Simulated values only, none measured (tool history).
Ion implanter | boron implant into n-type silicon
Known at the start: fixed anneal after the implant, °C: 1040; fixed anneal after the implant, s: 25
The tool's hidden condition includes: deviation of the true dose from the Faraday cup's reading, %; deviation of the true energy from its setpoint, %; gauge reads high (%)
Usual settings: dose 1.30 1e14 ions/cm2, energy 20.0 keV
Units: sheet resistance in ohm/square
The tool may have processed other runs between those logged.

run     day  dose  energy  wafers since the last listed run  hours since the last dose calibration  hours since the extraction supply was calibrated  hours since the gauge calibration  read-back reference wafer on the same gauge, sheet resistance  sheet resistance
  1   0.000  1.43    24.5                                 0                                  210.9                                            2595.9                             1006.0                                                         605.95            537.15
  2   1.529  1.43    24.5                               438                                  247.6                                            2632.6                             1042.7                                                         605.98            536.55
  3   5.333  1.30    20.0                              1090                                  338.9                                            2723.9                             1134.0                                                         605.96            594.95
  4   7.042  1.30    20.0                               489                                  379.9                                            2764.9                             1175.0                                                         606.20            596.20
  5   8.733  1.30    20.0                               485                                  420.5                                            2805.5                             1215.6                                                         605.72            596.12
  6  10.679  1.30    20.0                               558                                  467.2                                            2852.2                             1262.3                                                         605.90            594.95
  7  12.179  1.30    22.0                               430                                  503.2                                            2888.2                             1298.3                                                         606.03            586.93
  8  13.808  1.30    22.0                               467                                  542.3                                            2927.3                             1337.4                                                         605.85            585.80
  9  16.371  1.55    20.0                               734                                  603.8                                            2988.8                             1398.9                                                         606.00            516.49
 10  20.571  1.55    20.0                              1204                                  704.6                                            3089.6                             1499.7                                                         606.02            516.80
 11  23.746  1.55    20.0                               910                                  780.8                                            3165.8                             1575.9                                                         605.96            515.84
 12  28.088  1.30    20.0                              1245                                  885.0                                            3270.0                             1680.1                                                         605.98            591.35
 13  31.462  1.30    20.0                               967                                  966.0                                            3351.0                             1761.1                                                         605.97            592.43
 14  38.046  1.30    20.0                              1887                                 1124.0                                            3509.0                             1919.1                                                         605.81            592.95
 15  46.088  1.30    20.0                              2306                                 1317.0                                            3702.0                             2112.1                                                         605.93            592.17
 16  48.962  1.56    18.5                               824                                 1386.0                                            3771.0                             2181.1                                                         606.23            517.86
 17  51.804  1.14    20.0                               814                                 1454.2                                            3839.2                             2249.3                                                         605.80            657.76
 18  55.867  1.43    15.0                              1165                                 1551.7                                            3936.7                             2346.8                                                         605.89            571.06
 19  58.488  1.42    20.0                               751                                 1614.6                                            3999.6                             2409.7                                                         606.06            553.76
 20  60.771  1.30    20.0                               654                                 1669.4                                            4054.4                             2464.5                                                         605.99            592.82
 21  63.767  1.49    20.0                               859                                 1741.3                                            4126.3                             2536.4                                                         606.00            531.55
 22  65.625  1.30    20.0                               532                                 1785.9                                            4170.9                             2581.0                                                         606.06            591.86

Forecast run 23:
     67.775  -- gauge calibrated
 23  69.908  1.55    15.5                              1228                                 1888.7                                            4273.7                               51.2                                                              ?                 ?

read-back reference wafer on the same gauge, sheet resistance: 606.00
sheet resistance: 532.95 ohm/square
Take away the tool's hidden state, keep the run-to-run variation as it was, and the same run would have given sheet resistance 538.10 ohm/square.
